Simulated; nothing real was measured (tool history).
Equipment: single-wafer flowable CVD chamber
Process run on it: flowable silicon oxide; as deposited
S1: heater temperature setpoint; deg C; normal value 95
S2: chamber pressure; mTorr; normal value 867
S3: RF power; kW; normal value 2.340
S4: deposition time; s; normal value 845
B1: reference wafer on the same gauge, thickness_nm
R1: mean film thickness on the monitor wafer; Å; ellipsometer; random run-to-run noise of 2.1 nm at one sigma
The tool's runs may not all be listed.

| run | day | S1 | S2 | S3 | S4 | B1 | R1 |
|---|---|---|---|---|---|---|---|
| 1 | 0.000 | 95 | 867 | 2.460 | 845 | 750.035 | 7420.72 |
| 2 | 1.208 | 95 | 867 | 2.460 | 845 | 749.543 | 7394.75 |
| 3 | 2.917 | 95 | 867 | 2.460 | 845 | 749.814 | 7389.94 |
| 4 | 4.217 | 95 | 867 | 2.340 | 845 | 750.127 | 7291.84 |
| 5 | 6.654 | 95 | 867 | 2.340 | 845 | 749.537 | 7336.34 |
| 6 | 9.638 | 105 | 867 | 2.340 | 845 | 748.926 | 5017.60 |
| 7 | 10.754 | 105 | 867 | 2.340 | 845 | 748.926 | 5028.30 |
| 8 | 13.383 | 95 | 990 | 2.340 | 845 | 749.297 | 8444.98 |
| 9 | 15.500 | 95 | 990 | 2.340 | 845 | 750.330 | 8378.50 |
| 10 | 17.329 | 86 | 1012 | 2.340 | 845 | 749.365 | 11819.32 |
| 11 | 20.171 | 95 | 867 | 2.340 | 845 | 749.705 | 7346.14 |
| 12 | 22.696 | 95 | 1019 | 2.340 | 845 | 750.403 | 8680.69 |
| 13 | 25.821 | 95 | 867 | 2.460 | 845 | 750.549 | 7022.88 |
| 14 | 28.754 | 95 | 867 | 2.340 | 845 | 750.785 | 6913.42 |
| 15 | 30.792 | 95 | 867 | 2.340 | 845 | 750.760 | 6940.05 |
| 16 | 31.612 | 95 | 741 | 2.340 | 845 | 749.748 | 6195.47 |
| 17 | 34.408 | 85 | 795 | 2.470 | 758 | 749.545 | 8500.95 |
| 18 | 36.633 | 109 | 867 | 2.050 | 845 | 749.651 | 3800.16 |
| 19 | 39.446 | 95 | 932 | 2.540 | 967 | 749.631 | 8559.28 |
| 20 | 41.329 | 90 | 735 | 2.130 | 999 | 750.163 | 8479.43 |
| 21 | 44.096 | 86 | 867 | 2.065 | 924 | 749.895 | 9789.03 |
| 22 | 46.879 | 95 | 867 | 2.340 | 845 | 750.135 | 7015.02 |
| 23 | 48.121 | 95 | 867 | 2.485 | 845 | 749.205 | 7120.48 |

The log once held 6 entries between its listed runs, left out of this copy. Where does each go, and what is different about the tool's unlogged condition between the listed run before it and the listed run after it?
Logged between run 1 and run 2: gauge calibrated (day 0.425)
  wafer temperature above the value expected at the setpoint (K): -1.39 -> -1.41
  measured value less the no-hidden-state value, R1: +381.18 -> +384.54 Å
Logged between run 12 and run 13: capacitance manometer re-zeroed and calibrated (day 23.075); showerhead replaced, of another model than before (day 23.388); thermocouple changed; heater temperature recalibrated (day 25.704)
  wafer temperature above the value expected at the setpoint (K): -1.72 -> 0.0564
  measured value less the no-hidden-state value, R1: +548.69 -> -14.99 Å
Logged between run 13 and run 14: gauge calibrated (day 27.446)
  wafer temperature above the value expected at the setpoint (K): 0.0564 -> 0.0139
  measured value less the no-hidden-state value, R1: -14.99 -> -3.63 Å
Logged between run 14 and run 15: RF generator calibrated (day 30.771)
  wafer temperature above the value expected at the setpoint (K): 0.0139 -> -0.0156
  measured value less the no-hidden-state value, R1: -3.63 -> +4.10 Å
